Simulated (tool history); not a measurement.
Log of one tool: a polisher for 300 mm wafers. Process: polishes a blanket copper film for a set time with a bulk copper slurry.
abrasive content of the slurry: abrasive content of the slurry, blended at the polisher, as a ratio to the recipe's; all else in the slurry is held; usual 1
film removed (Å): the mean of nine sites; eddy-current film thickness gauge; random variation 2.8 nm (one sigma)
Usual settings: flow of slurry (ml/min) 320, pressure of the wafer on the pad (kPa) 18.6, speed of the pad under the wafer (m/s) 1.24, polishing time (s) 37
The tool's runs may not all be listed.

run    hour  flow of slurry (ml/min)  pressure of the wafer on the pad (kPa)  speed of the pad under the wafer (m/s)  abrasive content of the slurry  polishing time (s)  wafers since the last listed run  wafers polished on this pad  hours since the slurry nozzle was cleaned  hours since the head pressure was calibrated  hours since the slurry blender was calibrated  incoming thickness of the incoming film, nm  film removed (Å)
  1       0                      320                                    18.6                                    1.24                               1                  37                                 0                         5554                                        376                                         588.9                                          364.2                                       2596.8              4102
       65.3  -- head pressure recalibrated
  2    70.5                      320                                    18.6                                    1.24                               1                  37                               901                         6455                                      446.5                                           5.2                                          434.7                                       2602.2              4056
         83  -- worn pad replaced by a new one
  3   111.6                      320                                    18.6                                    1.24                               1                  37                               488                          376                                      487.6                                          46.3                                          475.8                                       2596.6              4103
  4   142.2                      320                                    18.6                                    1.24                               1                  37                               402                          779                                      518.2                                          76.9                                          506.4                                       2548.4              4064
  5     173                      320                                    18.6                                    1.24                             1.2                  37                               405                         1184                                        549                                         107.7                                          537.2                                       2603.5              4301
      187.9  -- slurry blender recalibrated
  6   211.7                      320                                    18.6                                    1.24                             1.2                  37                               482                         1667                                      587.7                                         146.4                                           23.8                                       2563.5              4258
  7   251.1                      320                                    22.1                                     0.8                            0.85                  42                               518                         2186                                      627.1                                         185.8                                           63.2                                       2625.3              4056
  8   293.9                      320                                    24.1                                    0.82                               1                  46                               563                         2749                                      669.9                                         228.6                                            106                                       2615.2              5174
      310.6  -- slurry nozzle cleaned
  9   328.9                      245                                    18.6                                    1.24                               1                  37                               447                         3196                                       18.3                                         263.6                                            141                                       2573.7              3943
 10   376.9                      320                                    18.6                                    1.24                               1                  37                               631                         3828                                       66.3                                         311.6                                            189                                       2617.2              4010
 11   439.2                      320                                    18.6                                    1.24                               1                  37                               819                         4648                                      128.6                                         373.9                                          251.3                                       2562.9              4109
 12   492.4                      320                                    18.6                                    1.24                               1                  37                               700                         5348                                      181.8                                         427.1                                          304.5                                       2570.2              4144
      551.2  -- worn pad replaced by a new one
 13   557.2                      410                                    18.6                                    1.38                               1                  48                               800                           79                                      246.6                                         491.9                                          369.3                                       2570.2              5796
 14   597.3                      320                                    18.6                                    1.24                             0.7                  47                               527                          607                                      286.7                                           532                                          409.4                                       2627.7              4731
      601.7  -- slurry blender recalibrated
        775  -- head pressure recalibrated
 15   804.9                      320                                    20.7                                    1.24                               1                  46                              2679                         3286                                      494.3                                          29.9                                          203.2                                       2568.8              5619
 16   830.2                      320                                    18.6                                    1.08                               1                  27                               332                         3619                                      519.6                                          55.2                                          228.5                                       2581.6              2753
      927.7  -- slurry nozzle cleaned
 17   937.8                      290                                    18.6                                    0.88                               1                  26                              1402                         5022                                       10.1                                         162.8                                          336.1                                       2552.2              2336
 18   973.7                      320                                    14.5                                    1.24                               1                  29                               472                         5494                                         46                                         198.7                                            372                                       2611.9              2494
     1009.5  -- worn pad replaced by a new one
 19  1034.7                      320                                    18.6                                    1.24                            1.25                  37                               750                          331                                        107                                         259.7                                            433                                       2603.7              4303
 20  1076.5                      320                                    18.6                                    1.24                               1                  37                               550                          881                                      148.8                                         301.5                                          474.8                                       2585.3              4144
     1107.9  -- slurry blender recalibrated
 21  1127.2                      380                                    18.6                                    1.24                               1                  37                               640                         1522                                      199.5                                         352.2                                           19.3                                         2559              4101
 22  1182.7                      375                                    18.6                                    1.42                               1                  37                               730                         2252                                        255                                         407.7                                           74.8                                       2566.4              4485
 23  1233.9                      320                                    18.6                                    1.24                               1                  37                               673                         2926                                      306.2                                         458.9                                            126                                       2569.9              4048
 24    1278                      320                                    18.6                                    1.24                               1                  37                               580                         3506                                      350.3                                           503                                          170.1                                         2576              4053
 25  1311.4                      400                                    20.7                                    1.24                             1.1                  37                               439                         3945                                      383.7                                         536.4                                          203.5                                       2582.2              4662
     1341.1  -- head pressure recalibrated
 26  1367.7                      320                                    18.6                                    1.24                               1                  37                               714                         4660                                        440                                          26.6                                          259.8                                       2622.1              4098
     1417.6  -- worn pad replaced by a new one
 27  1418.1                      320                                    21.4                                    1.62                            0.75                  37                               610                            6                                      490.4                                            77                                          310.2                                       2609.2              5195
 28  1444.2                      210                                    13.8                                    1.24                            1.15                  41                               343                          350                                      516.5                                         103.1                                          336.3                                       2565.2              3368
 29  1494.1                      320                                    14.5                                    1.24                               1                  29                               656                         1006                                      566.4                                           153                                          386.2                                       2586.5              2507
 30  1562.2                      320                                    18.6                                    1.24                             1.2                  37                               896                         1903                                      634.5                                         221.1                                          454.3                                       2582.6              4212

How the hidden state differs across the entries between the runs, from the last listed run before each to the first after it:
Between runs 1 and 2: head pressure recalibrated (hour 65.3)
  no hidden state differs between the two runs
Between runs 2 and 3: worn pad replaced by a new one (hour 83)
  no hidden state differs between the two runs
Between runs 5 and 6: slurry blender recalibrated (hour 187.9)
  no hidden state differs between the two runs
Between runs 8 and 9: slurry nozzle cleaned (hour 310.6)
  no hidden state differs between the two runs
Between runs 12 and 13: worn pad replaced by a new one (hour 551.2)
  no hidden state differs between the two runs
Between runs 14 and 15: slurry blender recalibrated (hour 601.7); head pressure recalibrated (hour 775)
  no hidden state differs between the two runs
Between runs 16 and 17: slurry nozzle cleaned (hour 927.7)
  no hidden state differs between the two runs
Between runs 18 and 19: worn pad replaced by a new one (hour 1009.5)
  no hidden state differs between the two runs
Between runs 20 and 21: slurry blender recalibrated (hour 1107.9)
  no hidden state differs between the two runs
Between runs 25 and 26: head pressure recalibrated (hour 1341.1)
  no hidden state differs between the two runs
Between runs 26 and 27: worn pad replaced by a new one (hour 1417.6)
  no hidden state differs between the two runs
